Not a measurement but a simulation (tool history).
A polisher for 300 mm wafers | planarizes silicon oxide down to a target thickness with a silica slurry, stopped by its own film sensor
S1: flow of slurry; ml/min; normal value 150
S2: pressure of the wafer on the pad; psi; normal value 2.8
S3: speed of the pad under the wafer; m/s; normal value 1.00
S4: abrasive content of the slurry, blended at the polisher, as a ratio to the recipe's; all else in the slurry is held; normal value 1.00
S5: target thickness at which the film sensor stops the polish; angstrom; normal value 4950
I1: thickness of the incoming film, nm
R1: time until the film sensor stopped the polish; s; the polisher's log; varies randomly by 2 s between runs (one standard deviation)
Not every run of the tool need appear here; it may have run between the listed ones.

{"run": 1, "hour": 0.0, "S1": 150, "S2": 2.8, "S3": 1.0, "S4": 1.0, "S5": 4950, "I1": 677.2, "R1": 105.7}
{"run": 2, "hour": 11.2, "S1": 150, "S2": 2.8, "S3": 1.0, "S4": 1.0, "S5": 4950, "I1": 680.0, "R1": 101.9}
{"run": 3, "hour": 18.8, "S1": 165, "S2": 2.8, "S3": 0.84, "S4": 0.8, "S5": 4500, "I1": 672.4, "R1": 163.9}
{"run": 4, "hour": 34.7, "S1": 150, "S2": 3.5, "S3": 1.0, "S4": 1.0, "S5": 4950, "I1": 688.3, "R1": 90.2}
{"run": 5, "hour": 48.8, "S1": 150, "S2": 3.5, "S3": 1.0, "S4": 1.15, "S5": 4780, "I1": 677.3, "R1": 90.5}
{"run": 6, "hour": 55.9, "S1": 150, "S2": 2.8, "S3": 1.0, "S4": 1.0, "S5": 5340, "I1": 672.8, "R1": 82.3}
{"run": 7, "hour": 70.3, "S1": 150, "S2": 2.8, "S3": 1.0, "S4": 1.0, "S5": 4950, "I1": 685.4, "R1": 117.7}
{"run": 8, "hour": 81.0, "S1": 150, "S2": 2.8, "S3": 1.0, "S4": 0.85, "S5": 5520, "I1": 680.6, "R1": 90.2}
{"run": 9, "hour": 92.1, "S1": 150, "S2": 3.2, "S3": 1.0, "S4": 1.0, "S5": 4950, "I1": 675.7, "R1": 104.0}
{"hour": 98.4, "done": "worn pad replaced by a new one"}
{"run": 10, "hour": 99.3, "S1": 180, "S2": 2.8, "S3": 1.0, "S4": 1.25, "S5": 4950, "I1": 687.5, "R1": 92.3}
{"run": 11, "hour": 111.9, "S1": 150, "S2": 3.3, "S3": 1.0, "S4": 0.85, "S5": 4950, "I1": 677.0, "R1": 97.1}
{"run": 12, "hour": 129.2, "S1": 150, "S2": 3.1, "S3": 1.34, "S4": 0.75, "S5": 4950, "I1": 665.0, "R1": 90.7}
{"hour": 133.9, "done": "head pressure recalibrated"}
{"hour": 137.5, "done": "slurry nozzle cleaned"}
{"run": 13, "hour": 146.6, "S1": 150, "S2": 2.8, "S3": 1.0, "S4": 1.0, "S5": 4950, "I1": 672.3, "R1": 101.8}
{"run": 14, "hour": 158.8, "S1": 150, "S2": 3.3, "S3": 1.0, "S4": 0.85, "S5": 4950, "I1": 681.4, "R1": 103.4}
{"hour": 174.3, "done": "slurry blender recalibrated"}
{"run": 15, "hour": 179.6, "S1": 150, "S2": 2.8, "S3": 1.16, "S4": 1.2, "S5": 4310, "I1": 672.5, "R1": 121.5}
{"run": 16, "hour": 186.3, "S1": 170, "S2": 3.5, "S3": 0.76, "S4": 0.7, "S5": 4950, "I1": 667.7, "R1": 131.5}
{"run": 17, "hour": 198.8, "S1": 150, "S2": 3.4, "S3": 1.0, "S4": 1.1, "S5": 5250, "I1": 679.9, "R1": 77.2}
{"hour": 205.7, "done": "worn pad replaced by a new one"}
{"run": 18, "hour": 212.0, "S1": 150, "S2": 2.8, "S3": 1.0, "S4": 1.0, "S5": 4950, "I1": 678.7, "R1": 100.5}
{"run": 19, "hour": 225.8, "S1": 150, "S2": 2.8, "S3": 0.78, "S4": 1.0, "S5": 4430, "I1": 684.3, "R1": 158.5}
{"run": 20, "hour": 237.0, "S1": 150, "S2": 2.8, "S3": 1.0, "S4": 1.0, "S5": 4950, "I1": 678.1, "R1": 99.6}
{"run": 21, "hour": 247.0, "S1": 165, "S2": 2.5, "S3": 1.14, "S4": 1.0, "S5": 4950, "I1": 671.9, "R1": 99.5}
{"run": 22, "hour": 257.9, "S1": 150, "S2": 2.8, "S3": 1.26, "S4": 1.0, "S5": 4950, "I1": 686.0, "R1": 94.6}
{"run": 23, "hour": 268.8, "S1": 190, "S2": 2.8, "S3": 0.66, "S4": 1.0, "S5": 4950, "I1": 686.5, "R1": 138.1}
{"run": 24, "hour": 285.0, "S1": 150, "S2": 2.8, "S3": 1.0, "S4": 1.0, "S5": 4350, "I1": 668.7, "R1": 138.8}
{"run": 25, "hour": 300.5, "S1": 100, "S2": 2.8, "S3": 1.16, "S4": 1.0, "S5": 5590, "I1": 682.4, "R1": 73.3}
{"run": 26, "hour": 307.8, "S1": 150, "S2": 2.8, "S3": 1.0, "S4": 0.75, "S5": 4950, "I1": 678.2, "R1": 142.4}

Forecast each of these 4 alternatives for the next run:
{"run": "A", "hour": 308.2, "S1": 150, "S2": 2.8, "S3": 1.0, "S4": 1.0, "S5": 4950, "I1": 670.5, "R1": "?"}
{"run": "B", "hour": 308.2, "S1": 150, "S2": 2.8, "S3": 1.32, "S4": 1.0, "S5": 4950, "I1": 670.5, "R1": "?"}
{"run": "C", "hour": 308.2, "S1": 185, "S2": 1.8, "S3": 0.84, "S4": 1.0, "S5": 4720, "I1": 670.5, "R1": "?"}
{"run": "D", "hour": 308.2, "S1": 150, "S2": 2.0, "S3": 1.0, "S4": 1.0, "S5": 4950, "I1": 670.5, "R1": "?"}

run=A R1=110.4
run=B R1=91.8
run=C R1=200.4
run=D R1=149.7
Without the tool's hidden state the same runs would have given:
run=A R1=98.2
run=B R1=81.7
run=C R1=178.3
run=D R1=133.2

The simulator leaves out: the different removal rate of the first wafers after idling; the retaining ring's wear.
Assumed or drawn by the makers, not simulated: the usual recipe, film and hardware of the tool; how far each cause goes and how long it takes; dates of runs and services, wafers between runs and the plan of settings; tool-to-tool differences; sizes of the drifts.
